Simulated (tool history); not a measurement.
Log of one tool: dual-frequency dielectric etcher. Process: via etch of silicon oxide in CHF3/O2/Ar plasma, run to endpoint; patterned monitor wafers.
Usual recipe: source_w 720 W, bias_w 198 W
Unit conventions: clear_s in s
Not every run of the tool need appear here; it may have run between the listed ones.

run     day  source_w  bias_w  incoming incoming film thickness, nm  clear_s
  1   0.000       780     198                                 549.0    256.2
  2   2.129       780     198                                 551.4    258.4
      4.742  -- wet clean of the chamber
  3   5.021       760     221                                 549.8    241.2
  4   7.871       760     221                                 550.7    242.4
  5  10.471       760     221                                 551.2    242.7
     12.758  -- bias power generator calibrated
  6  12.921       720     198                                 552.5    264.0
     14.942  -- upper electrode replaced
  7  14.962       720     198                                 548.3    262.1
  8  16.375       640     198                                 554.5    276.9
  9  19.079       660     198                                 549.7    273.5
     20.696  -- wet clean of the chamber
 10  21.192       790     225                                 552.9    238.1
 11  25.104       650     198                                 550.5    272.6
     28.838  -- source power generator calibrated
 12  32.967       830     151                                 552.9    292.5
 13  34.254       830     151                                 548.7    291.1
     35.967  -- wet clean of the chamber
 14  36.925       760     221                                 553.9    244.3
 15  38.012       600     198                                 545.7    275.4
 16  40.688       720     183                                 556.6    278.7

Forecast each of these 3 alternatives for the next run:
  A  40.708       890     198                                 549.3        ?
  B  40.708       630     152                                 549.3        ?
  C  40.708       610     155                                 549.3        ?

run  clear_s
  A    243.9
  B    319.2
  C    319.2
Without the tool's unlogged condition, the same runs would have read:
run  clear_s
  A    242.8
  B    317.8
  C    317.8
